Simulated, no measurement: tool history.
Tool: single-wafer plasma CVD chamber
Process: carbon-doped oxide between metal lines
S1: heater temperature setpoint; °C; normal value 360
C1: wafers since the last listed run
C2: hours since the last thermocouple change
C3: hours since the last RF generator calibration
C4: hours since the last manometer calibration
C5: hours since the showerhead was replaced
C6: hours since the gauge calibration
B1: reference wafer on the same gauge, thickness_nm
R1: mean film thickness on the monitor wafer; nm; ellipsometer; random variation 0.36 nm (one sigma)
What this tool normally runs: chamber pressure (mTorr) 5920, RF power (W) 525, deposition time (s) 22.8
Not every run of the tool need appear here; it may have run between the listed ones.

{"run": 1, "hour": 0.0, "S1": 360, "chamber pressure (mTorr)": 5920, "RF power (W)": 525, "deposition time (s)": 22.8, "C1": 0, "C2": 993.6, "C3": 1110.4, "C4": 1644.2, "C5": 5733.2, "C6": 511.6, "B1": 104.93, "R1": 117.315}
{"run": 2, "hour": 20.9, "S1": 360, "chamber pressure (mTorr)": 5920, "RF power (W)": 525, "deposition time (s)": 22.8, "C1": 628, "C2": 1014.5, "C3": 1131.3, "C4": 1665.1, "C5": 5754.1, "C6": 532.5, "B1": 105.01, "R1": 118.06}
{"run": 3, "hour": 52.3, "S1": 360, "chamber pressure (mTorr)": 5920, "RF power (W)": 525, "deposition time (s)": 22.8, "C1": 943, "C2": 1045.9, "C3": 1162.7, "C4": 1696.5, "C5": 5785.5, "C6": 563.9, "B1": 104.947, "R1": 117.048}
{"run": 4, "hour": 83.3, "S1": 360, "chamber pressure (mTorr)": 5920, "RF power (W)": 525, "deposition time (s)": 22.8, "C1": 931, "C2": 1076.9, "C3": 1193.7, "C4": 1727.5, "C5": 5816.5, "C6": 594.9, "B1": 105.055, "R1": 117.398}
{"run": 5, "hour": 106.7, "S1": 360, "chamber pressure (mTorr)": 5920, "RF power (W)": 525, "deposition time (s)": 22.8, "C1": 703, "C2": 1100.3, "C3": 1217.1, "C4": 1750.9, "C5": 5839.9, "C6": 618.3, "B1": 105.006, "R1": 117.171}
{"run": 6, "hour": 122.7, "S1": 360, "chamber pressure (mTorr)": 5920, "RF power (W)": 525, "deposition time (s)": 22.8, "C1": 480, "C2": 1116.3, "C3": 1233.1, "C4": 1766.9, "C5": 5855.9, "C6": 634.3, "B1": 104.933, "R1": 117.478}
{"run": 7, "hour": 143.2, "S1": 360, "chamber pressure (mTorr)": 5920, "RF power (W)": 525, "deposition time (s)": 22.8, "C1": 616, "C2": 1136.8, "C3": 1253.6, "C4": 1787.4, "C5": 5876.4, "C6": 654.8, "B1": 105.02, "R1": 117.46}
{"run": 8, "hour": 166.4, "S1": 360, "chamber pressure (mTorr)": 5920, "RF power (W)": 525, "deposition time (s)": 22.8, "C1": 697, "C2": 1160.0, "C3": 1276.8, "C4": 1810.6, "C5": 5899.6, "C6": 678.0, "B1": 105.004, "R1": 117.007}
{"hour": 202.3, "done": "RF generator calibrated"}
{"run": 9, "hour": 202.8, "S1": 360, "chamber pressure (mTorr)": 5920, "RF power (W)": 525, "deposition time (s)": 22.8, "C1": 853, "C2": 1196.4, "C3": 0.5, "C4": 1847.0, "C5": 5936.0, "C6": 714.4, "B1": 104.991, "R1": 118.154}
{"hour": 214.6, "done": "gauge calibrated"}
{"run": 10, "hour": 225.7, "S1": 360, "chamber pressure (mTorr)": 5920, "RF power (W)": 525, "deposition time (s)": 25.0, "C1": 688, "C2": 1219.3, "C3": 23.4, "C4": 1869.9, "C5": 5958.9, "C6": 11.1, "B1": 104.974, "R1": 128.232}
{"run": 11, "hour": 257.9, "S1": 360, "chamber pressure (mTorr)": 5920, "RF power (W)": 525, "deposition time (s)": 25.0, "C1": 967, "C2": 1251.5, "C3": 55.6, "C4": 1902.1, "C5": 5991.1, "C6": 43.3, "B1": 105.024, "R1": 127.833}
{"run": 12, "hour": 280.9, "S1": 360, "chamber pressure (mTorr)": 5920, "RF power (W)": 525, "deposition time (s)": 25.0, "C1": 691, "C2": 1274.5, "C3": 78.6, "C4": 1925.1, "C5": 6014.1, "C6": 66.3, "B1": 104.975, "R1": 128.329}
{"hour": 294.6, "done": "capacitance manometer re-zeroed and calibrated"}
{"run": 13, "hour": 303.6, "S1": 360, "chamber pressure (mTorr)": 5920, "RF power (W)": 475, "deposition time (s)": 24.4, "C1": 441, "C2": 1297.2, "C3": 101.3, "C4": 9.0, "C5": 6036.8, "C6": 89.0, "B1": 105.006, "R1": 121.337}
{"run": 14, "hour": 335.2, "S1": 360, "chamber pressure (mTorr)": 6860, "RF power (W)": 630, "deposition time (s)": 26.8, "C1": 949, "C2": 1328.8, "C3": 132.9, "C4": 40.6, "C5": 6068.4, "C6": 120.6, "B1": 105.041, "R1": 149.46}
{"run": 15, "hour": 350.8, "S1": 371, "chamber pressure (mTorr)": 4740, "RF power (W)": 550, "deposition time (s)": 21.3, "C1": 468, "C2": 1344.4, "C3": 148.5, "C4": 56.2, "C5": 6084.0, "C6": 136.2, "B1": 104.994, "R1": 106.161}
{"run": 16, "hour": 365.1, "S1": 347, "chamber pressure (mTorr)": 5920, "RF power (W)": 605, "deposition time (s)": 22.8, "C1": 429, "C2": 1358.7, "C3": 162.8, "C4": 70.5, "C5": 6098.3, "C6": 150.5, "B1": 104.983, "R1": 128.06}
{"run": 17, "hour": 381.6, "S1": 354, "chamber pressure (mTorr)": 7000, "RF power (W)": 465, "deposition time (s)": 22.8, "C1": 496, "C2": 1375.2, "C3": 179.3, "C4": 87.0, "C5": 6114.8, "C6": 167.0, "B1": 105.009, "R1": 116.522}
{"run": 18, "hour": 414.8, "S1": 347, "chamber pressure (mTorr)": 6370, "RF power (W)": 495, "deposition time (s)": 22.8, "C1": 998, "C2": 1408.4, "C3": 212.5, "C4": 120.2, "C5": 6148.0, "C6": 200.2, "B1": 104.99, "R1": 121.205}
{"run": 19, "hour": 433.4, "S1": 354, "chamber pressure (mTorr)": 4790, "RF power (W)": 600, "deposition time (s)": 25.3, "C1": 559, "C2": 1427.0, "C3": 231.1, "C4": 138.8, "C5": 6166.6, "C6": 218.8, "B1": 105.026, "R1": 134.751}
{"hour": 443.9, "done": "thermocouple changed; heater temperature recalibrated"}
{"run": 20, "hour": 448.6, "S1": 371, "chamber pressure (mTorr)": 6700, "RF power (W)": 525, "deposition time (s)": 22.8, "C1": 216, "C2": 4.7, "C3": 246.3, "C4": 154.0, "C5": 6181.8, "C6": 234.0, "B1": 105.029, "R1": 115.801}
{"run": 21, "hour": 463.5, "S1": 360, "chamber pressure (mTorr)": 5920, "RF power (W)": 525, "deposition time (s)": 22.8, "C1": 447, "C2": 19.6, "C3": 261.2, "C4": 168.9, "C5": 6196.7, "C6": 248.9, "B1": 104.983, "R1": 117.885}
{"run": 22, "hour": 479.4, "S1": 360, "chamber pressure (mTorr)": 5920, "RF power (W)": 525, "deposition time (s)": 22.8, "C1": 477, "C2": 35.5, "C3": 277.1, "C4": 184.8, "C5": 6212.6, "C6": 264.8, "B1": 104.996, "R1": 117.85}
{"hour": 507.9, "done": "showerhead replaced"}
{"run": 23, "hour": 508.4, "S1": 360, "chamber pressure (mTorr)": 5920, "RF power (W)": 525, "deposition time (s)": 22.8, "C1": 631, "C2": 64.5, "C3": 306.1, "C4": 213.8, "C5": 0.5, "C6": 293.8, "B1": 105.015, "R1": 117.864}
{"run": 24, "hour": 518.6, "S1": 374, "chamber pressure (mTorr)": 4870, "RF power (W)": 525, "deposition time (s)": 22.8, "C1": 306, "C2": 74.7, "C3": 316.3, "C4": 224.0, "C5": 10.7, "C6": 304.0, "B1": 105.017, "R1": 110.766}
{"run": 25, "hour": 615.3, "S1": 360, "chamber pressure (mTorr)": 7280, "RF power (W)": 570, "deposition time (s)": 19.6, "C1": 2906, "C2": 171.4, "C3": 413.0, "C4": 320.7, "C5": 107.4, "C6": 400.7, "B1": 105.046, "R1": 106.341}
{"run": 26, "hour": 630.6, "S1": 360, "chamber pressure (mTorr)": 5920, "RF power (W)": 525, "deposition time (s)": 22.8, "C1": 459, "C2": 186.7, "C3": 428.3, "C4": 336.0, "C5": 122.7, "C6": 416.0, "B1": 104.988, "R1": 117.893}
{"run": 27, "hour": 647.0, "S1": 355, "chamber pressure (mTorr)": 5920, "RF power (W)": 485, "deposition time (s)": 22.8, "C1": 493, "C2": 203.1, "C3": 444.7, "C4": 352.4, "C5": 139.1, "C6": 432.4, "B1": 104.988, "R1": 115.917}
{"run": 28, "hour": 680.9, "S1": 371, "chamber pressure (mTorr)": 6660, "RF power (W)": 600, "deposition time (s)": 24.1, "C1": 1019, "C2": 237.0, "C3": 478.6, "C4": 386.3, "C5": 173.0, "C6": 466.3, "B1": 105.0, "R1": 127.921}
{"run": 29, "hour": 695.4, "S1": 354, "chamber pressure (mTorr)": 4730, "RF power (W)": 435, "deposition time (s)": 19.6, "C1": 435, "C2": 251.5, "C3": 493.1, "C4": 400.8, "C5": 187.5, "C6": 480.8, "B1": 105.034, "R1": 93.769}

4 ways to go on from here, each from the tool as it stands after run 29. What would each give?
{"run": "A", "hour": 695.8, "S1": 360, "chamber pressure (mTorr)": 5920, "RF power (W)": 525, "deposition time (s)": 22.8, "C1": 12, "C2": 251.9, "C3": 493.5, "C4": 401.2, "C5": 187.9, "C6": 481.2, "B1": "?", "R1": "?"}
{"run": "B", "hour": 695.8, "S1": 360, "chamber pressure (mTorr)": 5920, "RF power (W)": 585, "deposition time (s)": 26.2, "C1": 12, "C2": 251.9, "C3": 493.5, "C4": 401.2, "C5": 187.9, "C6": 481.2, "B1": "?", "R1": "?"}
{"run": "C", "hour": 695.8, "S1": 360, "chamber pressure (mTorr)": 4710, "RF power (W)": 525, "deposition time (s)": 22.8, "C1": 12, "C2": 251.9, "C3": 493.5, "C4": 401.2, "C5": 187.9, "C6": 481.2, "B1": "?", "R1": "?"}
{"run": "D", "hour": 695.8, "S1": 360, "chamber pressure (mTorr)": 6850, "RF power (W)": 525, "deposition time (s)": 22.8, "C1": 12, "C2": 251.9, "C3": 493.5, "C4": 401.2, "C5": 187.9, "C6": 481.2, "B1": "?", "R1": "?"}

run=A B1=104.987 R1=117.222
run=B B1=104.987 R1=139.684
run=C B1=104.987 R1=113.857
run=D B1=104.987 R1=118.760
Without the tool's unlogged condition, the same runs would have read:
run=A R1=117.222
run=B R1=139.684
run=C R1=113.857
run=D R1=118.760
